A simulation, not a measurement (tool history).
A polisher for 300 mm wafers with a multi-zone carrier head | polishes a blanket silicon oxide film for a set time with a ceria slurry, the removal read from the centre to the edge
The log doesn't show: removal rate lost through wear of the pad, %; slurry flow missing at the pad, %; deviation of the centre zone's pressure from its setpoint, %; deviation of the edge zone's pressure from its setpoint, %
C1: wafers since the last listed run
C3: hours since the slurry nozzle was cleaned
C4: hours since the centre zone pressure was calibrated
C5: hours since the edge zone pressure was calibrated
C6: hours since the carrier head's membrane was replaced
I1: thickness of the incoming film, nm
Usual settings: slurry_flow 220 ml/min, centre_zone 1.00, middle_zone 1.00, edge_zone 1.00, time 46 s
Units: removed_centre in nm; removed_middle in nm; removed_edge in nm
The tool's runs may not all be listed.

{"run": 1, "hour": 0.0, "slurry_flow": 175, "centre_zone": 1.0, "middle_zone": 1.0, "edge_zone": 1.0, "time": 46, "C1": 0, "wafers polished on this pad": 921, "C3": 674.7, "C4": 881.7, "C5": 280.3, "C6": 733.9, "I1": 860.3, "removed_centre": 192.3, "removed_middle": 188.3, "removed_edge": 195.9}
{"run": 2, "hour": 6.3, "slurry_flow": 220, "centre_zone": 1.0, "middle_zone": 1.0, "edge_zone": 1.0, "time": 46, "C1": 94, "wafers polished on this pad": 1016, "C3": 681.0, "C4": 888.0, "C5": 286.6, "C6": 740.2, "I1": 864.0, "removed_centre": 190.5, "removed_middle": 194.0, "removed_edge": 198.5}
{"hour": 16.0, "done": "worn pad replaced by a new one"}
{"run": 3, "hour": 20.2, "slurry_flow": 220, "centre_zone": 1.0, "middle_zone": 1.0, "edge_zone": 1.0, "time": 46, "C1": 149, "wafers polished on this pad": 63, "C3": 694.9, "C4": 901.9, "C5": 300.5, "C6": 754.1, "I1": 876.6, "removed_centre": 207.6, "removed_middle": 213.0, "removed_edge": 216.7}
{"run": 4, "hour": 31.5, "slurry_flow": 220, "centre_zone": 1.0, "middle_zone": 1.0, "edge_zone": 1.0, "time": 46, "C1": 170, "wafers polished on this pad": 233, "C3": 706.2, "C4": 913.2, "C5": 311.8, "C6": 765.4, "I1": 868.5, "removed_centre": 209.5, "removed_middle": 206.9, "removed_edge": 214.4}
{"run": 5, "hour": 46.4, "slurry_flow": 220, "centre_zone": 1.0, "middle_zone": 1.0, "edge_zone": 1.0, "time": 46, "C1": 224, "wafers polished on this pad": 458, "C3": 721.1, "C4": 928.1, "C5": 326.7, "C6": 780.3, "I1": 881.6, "removed_centre": 206.8, "removed_middle": 203.5, "removed_edge": 209.1}
{"run": 6, "hour": 68.7, "slurry_flow": 220, "centre_zone": 1.0, "middle_zone": 1.0, "edge_zone": 1.0, "time": 46, "C1": 335, "wafers polished on this pad": 793, "C3": 743.4, "C4": 950.4, "C5": 349.0, "C6": 802.6, "I1": 869.2, "removed_centre": 196.5, "removed_middle": 197.7, "removed_edge": 196.9}
{"run": 7, "hour": 81.0, "slurry_flow": 220, "centre_zone": 1.0, "middle_zone": 1.0, "edge_zone": 1.0, "time": 46, "C1": 185, "wafers polished on this pad": 979, "C3": 755.7, "C4": 962.7, "C5": 361.3, "C6": 814.9, "I1": 881.5, "removed_centre": 192.1, "removed_middle": 192.7, "removed_edge": 194.1}
{"run": 8, "hour": 93.9, "slurry_flow": 220, "centre_zone": 1.0, "middle_zone": 1.0, "edge_zone": 1.0, "time": 58, "C1": 194, "wafers polished on this pad": 1173, "C3": 768.6, "C4": 975.6, "C5": 374.2, "C6": 827.8, "I1": 881.9, "removed_centre": 233.0, "removed_middle": 236.7, "removed_edge": 242.6}
{"hour": 100.9, "done": "worn pad replaced by a new one"}
{"run": 9, "hour": 103.2, "slurry_flow": 220, "centre_zone": 1.0, "middle_zone": 1.0, "edge_zone": 1.0, "time": 58, "C1": 79, "wafers polished on this pad": 34, "C3": 777.9, "C4": 984.9, "C5": 383.5, "C6": 837.1, "I1": 883.0, "removed_centre": 271.7, "removed_middle": 270.3, "removed_edge": 274.5}
{"hour": 109.4, "done": "slurry nozzle cleaned"}
{"hour": 123.3, "done": "carrier head's membrane replaced by a new one"}
{"run": 10, "hour": 123.8, "slurry_flow": 220, "centre_zone": 1.0, "middle_zone": 1.0, "edge_zone": 1.0, "time": 46, "C1": 219, "wafers polished on this pad": 254, "C3": 14.4, "C4": 1005.5, "C5": 404.1, "C6": 0.5, "I1": 859.8, "removed_centre": 207.4, "removed_middle": 207.4, "removed_edge": 212.7}
{"run": 11, "hour": 128.7, "slurry_flow": 200, "centre_zone": 1.0, "middle_zone": 1.07, "edge_zone": 1.0, "time": 59, "C1": 73, "wafers polished on this pad": 328, "C3": 19.3, "C4": 1010.4, "C5": 409.0, "C6": 5.4, "I1": 873.4, "removed_centre": 271.7, "removed_middle": 271.4, "removed_edge": 268.2}
{"run": 12, "hour": 140.2, "slurry_flow": 220, "centre_zone": 1.0, "middle_zone": 0.89, "edge_zone": 1.0, "time": 61, "C1": 173, "wafers polished on this pad": 501, "C3": 30.8, "C4": 1021.9, "C5": 420.5, "C6": 16.9, "I1": 865.3, "removed_centre": 274.5, "removed_middle": 249.6, "removed_edge": 272.6}
{"run": 13, "hour": 151.8, "slurry_flow": 220, "centre_zone": 1.0, "middle_zone": 1.0, "edge_zone": 1.0, "time": 46, "C1": 174, "wafers polished on this pad": 676, "C3": 42.4, "C4": 1033.5, "C5": 432.1, "C6": 28.5, "I1": 874.7, "removed_centre": 198.6, "removed_middle": 200.9, "removed_edge": 204.1}
{"hour": 161.2, "done": "centre zone pressure recalibrated"}
{"run": 14, "hour": 161.7, "slurry_flow": 195, "centre_zone": 1.0, "middle_zone": 0.9, "edge_zone": 1.0, "time": 46, "C1": 118, "wafers polished on this pad": 795, "C3": 52.3, "C4": 0.5, "C5": 442.0, "C6": 38.4, "I1": 874.2, "removed_centre": 195.1, "removed_middle": 180.4, "removed_edge": 197.2}
{"hour": 171.6, "done": "edge zone pressure recalibrated"}
{"run": 15, "hour": 172.1, "slurry_flow": 220, "centre_zone": 1.05, "middle_zone": 0.94, "edge_zone": 1.0, "time": 46, "C1": 126, "wafers polished on this pad": 921, "C3": 62.7, "C4": 10.9, "C5": 0.5, "C6": 48.8, "I1": 854.1, "removed_centre": 199.1, "removed_middle": 186.2, "removed_edge": 194.6}
{"hour": 178.1, "done": "worn pad replaced by a new one"}
{"run": 16, "hour": 178.6, "slurry_flow": 290, "centre_zone": 1.0, "middle_zone": 1.0, "edge_zone": 1.08, "time": 46, "C1": 37, "wafers polished on this pad": 8, "C3": 69.2, "C4": 17.4, "C5": 7.0, "C6": 55.3, "I1": 870.7, "removed_centre": 223.7, "removed_middle": 222.3, "removed_edge": 233.5}
{"run": 17, "hour": 210.6, "slurry_flow": 220, "centre_zone": 0.92, "middle_zone": 1.1, "edge_zone": 1.0, "time": 46, "C1": 481, "wafers polished on this pad": 489, "C3": 101.2, "C4": 49.4, "C5": 39.0, "C6": 87.3, "I1": 869.9, "removed_centre": 195.9, "removed_middle": 217.6, "removed_edge": 209.6}
{"run": 18, "hour": 223.7, "slurry_flow": 220, "centre_zone": 1.1, "middle_zone": 1.1, "edge_zone": 1.11, "time": 62, "C1": 197, "wafers polished on this pad": 686, "C3": 114.3, "C4": 62.5, "C5": 52.1, "C6": 100.4, "I1": 860.5, "removed_centre": 294.2, "removed_middle": 285.7, "removed_edge": 286.8}
{"run": 19, "hour": 235.5, "slurry_flow": 220, "centre_zone": 1.0, "middle_zone": 1.0, "edge_zone": 1.0, "time": 55, "C1": 177, "wafers polished on this pad": 864, "C3": 126.1, "C4": 74.3, "C5": 63.9, "C6": 112.2, "I1": 870.0, "removed_centre": 237.1, "removed_middle": 237.2, "removed_edge": 237.7}

The same runs without the tool's hidden state, with the same run-to-run variation:
run=1 removed_centre=212.1 removed_middle=207.8 removed_edge=216.1
run=2 removed_centre=212.4 removed_middle=216.4 removed_edge=221.3
run=3 removed_centre=211.5 removed_middle=217.1 removed_edge=220.8
run=4 removed_centre=217.3 removed_middle=214.7 removed_edge=222.4
run=5 removed_centre=219.7 removed_middle=216.2 removed_edge=222.2
run=6 removed_centre=216.6 removed_middle=217.9 removed_edge=217.1
run=7 removed_centre=216.3 removed_middle=216.9 removed_edge=218.5
run=8 removed_centre=268.2 removed_middle=272.5 removed_edge=279.2
run=9 removed_centre=273.2 removed_middle=271.9 removed_edge=276.0
run=10 removed_centre=215.4 removed_middle=215.4 removed_edge=220.9
run=11 removed_centre=284.4 removed_middle=284.1 removed_edge=280.7
run=12 removed_centre=292.6 removed_middle=266.1 removed_edge=290.6
run=13 removed_centre=215.9 removed_middle=218.4 removed_edge=221.8
run=14 removed_centre=215.5 removed_middle=199.3 removed_edge=217.9
run=15 removed_centre=223.9 removed_middle=209.4 removed_edge=218.8
run=16 removed_centre=224.1 removed_middle=222.8 removed_edge=234.0
run=17 removed_centre=206.5 removed_middle=229.3 removed_edge=220.9
run=18 removed_centre=316.6 removed_middle=307.6 removed_edge=308.7
run=19 removed_centre=260.3 removed_middle=260.3 removed_edge=261.0
